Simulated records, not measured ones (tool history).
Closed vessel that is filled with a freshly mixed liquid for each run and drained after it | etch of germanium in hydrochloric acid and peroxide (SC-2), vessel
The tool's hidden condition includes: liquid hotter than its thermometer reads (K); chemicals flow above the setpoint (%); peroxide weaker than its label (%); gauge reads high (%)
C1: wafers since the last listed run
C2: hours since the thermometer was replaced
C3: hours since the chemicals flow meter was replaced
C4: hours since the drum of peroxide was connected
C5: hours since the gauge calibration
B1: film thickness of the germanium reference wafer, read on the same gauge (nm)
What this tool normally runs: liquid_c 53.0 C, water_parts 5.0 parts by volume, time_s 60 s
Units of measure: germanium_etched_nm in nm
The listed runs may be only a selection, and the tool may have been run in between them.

{"run": 1, "hour": 0.0, "liquid_c": 53.0, "water_parts": 6.0, "time_s": 60, "C1": 0, "C2": 1614.9, "C3": 81.3, "C4": 57.1, "C5": 865.2, "B1": 66.65, "germanium_etched_nm": 138.0}
{"run": 2, "hour": 76.9, "liquid_c": 53.0, "water_parts": 6.0, "time_s": 60, "C1": 8760, "C2": 1691.8, "C3": 158.2, "C4": 134.0, "C5": 942.1, "B1": 66.45, "germanium_etched_nm": 139.45}
{"run": 3, "hour": 140.5, "liquid_c": 53.0, "water_parts": 5.0, "time_s": 60, "C1": 7245, "C2": 1755.4, "C3": 221.8, "C4": 197.6, "C5": 1005.7, "B1": 66.24, "germanium_etched_nm": 138.11}
{"run": 4, "hour": 216.9, "liquid_c": 53.0, "water_parts": 5.0, "time_s": 60, "C1": 8703, "C2": 1831.8, "C3": 298.2, "C4": 274.0, "C5": 1082.1, "B1": 66.06, "germanium_etched_nm": 139.34}
{"run": 5, "hour": 276.5, "liquid_c": 53.0, "water_parts": 4.0, "time_s": 85, "C1": 6789, "C2": 1891.4, "C3": 357.8, "C4": 333.6, "C5": 1141.7, "B1": 65.94, "germanium_etched_nm": 198.74}
{"run": 6, "hour": 330.8, "liquid_c": 53.0, "water_parts": 4.0, "time_s": 85, "C1": 6186, "C2": 1945.7, "C3": 412.1, "C4": 387.9, "C5": 1196.0, "B1": 65.81, "germanium_etched_nm": 196.08}
{"run": 7, "hour": 423.1, "liquid_c": 53.0, "water_parts": 4.0, "time_s": 85, "C1": 10515, "C2": 2038.0, "C3": 504.4, "C4": 480.2, "C5": 1288.3, "B1": 65.57, "germanium_etched_nm": 196.48}
{"run": 8, "hour": 502.9, "liquid_c": 53.0, "water_parts": 5.0, "time_s": 60, "C1": 9091, "C2": 2117.8, "C3": 584.2, "C4": 560.0, "C5": 1368.1, "B1": 65.35, "germanium_etched_nm": 137.2}
{"run": 9, "hour": 539.3, "liquid_c": 53.0, "water_parts": 5.0, "time_s": 60, "C1": 4146, "C2": 2154.2, "C3": 620.6, "C4": 596.4, "C5": 1404.5, "B1": 65.27, "germanium_etched_nm": 138.34}
{"run": 10, "hour": 615.9, "liquid_c": 53.0, "water_parts": 5.0, "time_s": 60, "C1": 8726, "C2": 2230.8, "C3": 697.2, "C4": 673.0, "C5": 1481.1, "B1": 65.07, "germanium_etched_nm": 137.93}
{"run": 11, "hour": 687.9, "liquid_c": 53.0, "water_parts": 5.0, "time_s": 90, "C1": 8202, "C2": 2302.8, "C3": 769.2, "C4": 745.0, "C5": 1553.1, "B1": 64.85, "germanium_etched_nm": 206.44}
{"run": 12, "hour": 724.7, "liquid_c": 50.5, "water_parts": 6.5, "time_s": 35, "C1": 4192, "C2": 2339.6, "C3": 806.0, "C4": 781.8, "C5": 1589.9, "B1": 64.77, "germanium_etched_nm": 72.12}
{"hour": 802.6, "done": "thermometer replaced"}
{"run": 13, "hour": 809.7, "liquid_c": 57.5, "water_parts": 5.0, "time_s": 30, "C1": 9569, "C2": 7.1, "C3": 891.0, "C4": 866.8, "C5": 1674.9, "B1": 64.56, "germanium_etched_nm": 77.46}
{"run": 14, "hour": 904.1, "liquid_c": 61.5, "water_parts": 5.0, "time_s": 75, "C1": 10754, "C2": 101.5, "C3": 985.4, "C4": 961.2, "C5": 1769.3, "B1": 64.37, "germanium_etched_nm": 220.05}
{"run": 15, "hour": 962.2, "liquid_c": 53.0, "water_parts": 5.0, "time_s": 60, "C1": 6619, "C2": 159.6, "C3": 1043.5, "C4": 1019.3, "C5": 1827.4, "B1": 64.21, "germanium_etched_nm": 135.23}
{"run": 16, "hour": 1017.6, "liquid_c": 49.5, "water_parts": 4.0, "time_s": 35, "C1": 6311, "C2": 215.0, "C3": 1098.9, "C4": 1074.7, "C5": 1882.8, "B1": 64.08, "germanium_etched_nm": 71.18}
{"hour": 1052.9, "done": "chemicals flow meter replaced"}
{"run": 17, "hour": 1086.1, "liquid_c": 53.0, "water_parts": 6.5, "time_s": 90, "C1": 7689, "C2": 283.5, "C3": 33.2, "C4": 1143.2, "C5": 1951.3, "B1": 63.89, "germanium_etched_nm": 198.85}
{"run": 18, "hour": 1163.3, "liquid_c": 53.0, "water_parts": 5.0, "time_s": 60, "C1": 8795, "C2": 360.7, "C3": 110.4, "C4": 1220.4, "C5": 2028.5, "B1": 63.67, "germanium_etched_nm": 132.49}
{"run": 19, "hour": 1246.0, "liquid_c": 47.5, "water_parts": 5.0, "time_s": 60, "C1": 9421, "C2": 443.4, "C3": 193.1, "C4": 1303.1, "C5": 2111.2, "B1": 63.46, "germanium_etched_nm": 112.09}
{"run": 20, "hour": 1333.0, "liquid_c": 49.0, "water_parts": 4.0, "time_s": 60, "C1": 9911, "C2": 530.4, "C3": 280.1, "C4": 1390.1, "C5": 2198.2, "B1": 63.27, "germanium_etched_nm": 117.28}
{"hour": 1383.1, "done": "gauge calibrated"}
{"run": 21, "hour": 1407.5, "liquid_c": 59.5, "water_parts": 6.0, "time_s": 80, "C1": 8487, "C2": 604.9, "C3": 354.6, "C4": 1464.6, "C5": 24.4, "B1": 69.69, "germanium_etched_nm": 237.3}
{"hour": 1472.3, "done": "new drum of peroxide connected"}
{"run": 22, "hour": 1511.8, "liquid_c": 53.0, "water_parts": 5.0, "time_s": 60, "C1": 11768, "C2": 709.2, "C3": 458.9, "C4": 39.5, "C5": 128.7, "B1": 69.45, "germanium_etched_nm": 148.55}
{"run": 23, "hour": 1595.3, "liquid_c": 53.0, "water_parts": 6.5, "time_s": 60, "C1": 9512, "C2": 792.7, "C3": 542.4, "C4": 123.0, "C5": 212.2, "B1": 69.25, "germanium_etched_nm": 144.65}
{"run": 24, "hour": 1684.2, "liquid_c": 59.0, "water_parts": 4.0, "time_s": 70, "C1": 10127, "C2": 881.6, "C3": 631.3, "C4": 211.9, "C5": 301.1, "B1": 69.02, "germanium_etched_nm": 203.74}
{"run": 25, "hour": 1795.2, "liquid_c": 53.0, "water_parts": 4.0, "time_s": 90, "C1": 12645, "C2": 992.6, "C3": 742.3, "C4": 322.9, "C5": 412.1, "B1": 68.72, "germanium_etched_nm": 217.52}
{"run": 26, "hour": 1850.6, "liquid_c": 60.5, "water_parts": 6.0, "time_s": 80, "C1": 6311, "C2": 1048.0, "C3": 797.7, "C4": 378.3, "C5": 467.5, "B1": 68.58, "germanium_etched_nm": 243.56}
{"run": 27, "hour": 1910.6, "liquid_c": 53.0, "water_parts": 5.0, "time_s": 60, "C1": 6835, "C2": 1108.0, "C3": 857.7, "C4": 438.3, "C5": 527.5, "B1": 68.45, "germanium_etched_nm": 145.85}

Run 28 comes next. What will it give?
{"hour": 1938.7, "done": "chemicals flow meter replaced"}
{"run": 28, "hour": 1955.1, "liquid_c": 53.0, "water_parts": 5.0, "time_s": 60, "C1": 4955, "C2": 1152.5, "C3": 16.4, "C4": 482.8, "C5": 572.0, "B1": "?", "germanium_etched_nm": "?"}

B1: 68.31
germanium_etched_nm: 143.83 nm
On a tool with no hidden condition, and with the same random variation, this run would have come out at germanium_etched_nm 147.37 nm.

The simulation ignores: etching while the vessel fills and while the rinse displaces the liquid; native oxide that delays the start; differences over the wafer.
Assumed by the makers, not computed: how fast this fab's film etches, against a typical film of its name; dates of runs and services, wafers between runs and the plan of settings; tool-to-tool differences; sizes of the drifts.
